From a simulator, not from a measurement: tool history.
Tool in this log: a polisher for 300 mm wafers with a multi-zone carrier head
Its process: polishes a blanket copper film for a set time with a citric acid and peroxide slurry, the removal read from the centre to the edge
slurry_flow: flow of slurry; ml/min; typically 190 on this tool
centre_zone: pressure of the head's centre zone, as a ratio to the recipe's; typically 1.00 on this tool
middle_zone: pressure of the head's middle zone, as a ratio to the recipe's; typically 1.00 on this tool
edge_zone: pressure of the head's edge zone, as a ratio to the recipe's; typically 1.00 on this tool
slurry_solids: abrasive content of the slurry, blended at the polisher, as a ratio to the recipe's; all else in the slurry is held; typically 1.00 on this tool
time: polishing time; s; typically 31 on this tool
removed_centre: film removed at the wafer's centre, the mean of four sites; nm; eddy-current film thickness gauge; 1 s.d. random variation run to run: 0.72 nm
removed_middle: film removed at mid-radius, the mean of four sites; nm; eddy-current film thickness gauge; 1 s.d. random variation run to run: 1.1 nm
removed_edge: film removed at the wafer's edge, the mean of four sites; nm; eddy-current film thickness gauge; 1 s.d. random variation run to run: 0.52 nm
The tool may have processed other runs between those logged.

run,hour,slurry_flow,centre_zone,middle_zone,edge_zone,slurry_solids,time,"incoming thickness of the incoming film, nm",removed_centre,removed_middle,removed_edge
1,0.0,190,1.00,1.00,1.00,1.00,31,1211.7,79.4,79.0,80.9
2,75.8,190,1.00,1.00,1.00,1.00,31,1203.0,78.3,77.4,78.2
# hour 107.0: worn pad replaced by a new one
3,152.1,190,1.00,1.00,1.00,1.00,33,1219.6,90.8,87.2,89.7
4,248.1,190,1.00,1.00,1.00,1.00,33,1214.0,88.0,85.9,87.4
5,312.5,190,1.00,1.00,1.00,1.00,31,1203.0,81.4,78.9,80.1
# hour 351.5: edge zone pressure recalibrated
6,399.5,190,1.00,1.00,1.00,1.00,31,1225.4,80.0,76.6,78.1
# hour 411.7: worn pad replaced by a new one
7,447.6,190,1.00,1.00,1.00,1.00,31,1202.5,86.3,82.7,84.2
# hour 492.1: carrier head's membrane replaced by a new one
# hour 509.0: slurry nozzle cleaned
8,531.7,215,1.00,1.00,1.00,1.00,31,1220.8,86.7,82.5,82.9
9,594.4,190,1.07,1.00,1.00,0.85,36,1203.9,98.6,88.8,90.6
10,636.4,190,1.04,1.09,0.91,0.85,31,1186.7,83.6,80.8,73.1
# hour 664.2: edge zone pressure recalibrated
# hour 705.7: worn pad replaced by a new one
11,726.1,190,1.05,1.03,1.00,1.00,36,1209.4,108.7,99.9,98.7
12,831.8,190,1.00,1.00,1.00,1.20,31,1223.0,89.5,82.5,84.7
13,868.3,190,1.00,1.00,1.00,1.00,31,1187.8,87.5,78.5,81.5
# hour 897.9: centre zone pressure recalibrated
14,913.5,250,1.00,1.00,1.00,1.00,40,1208.6,106.6,104.9,106.9

Estimate the outcome of run 15 from the log above:
15,1019.2,190,1.11,1.00,1.00,1.00,31,1193.7,?,?,?

Run 15 yielded removed_centre 85.5 nm, removed_middle 77.8 nm, removed_edge 77.6 nm.
The same run, on a tool lacking any hidden state, would have yielded removed_centre 94.4 nm, removed_middle 85.7 nm, removed_edge 85.4 nm.

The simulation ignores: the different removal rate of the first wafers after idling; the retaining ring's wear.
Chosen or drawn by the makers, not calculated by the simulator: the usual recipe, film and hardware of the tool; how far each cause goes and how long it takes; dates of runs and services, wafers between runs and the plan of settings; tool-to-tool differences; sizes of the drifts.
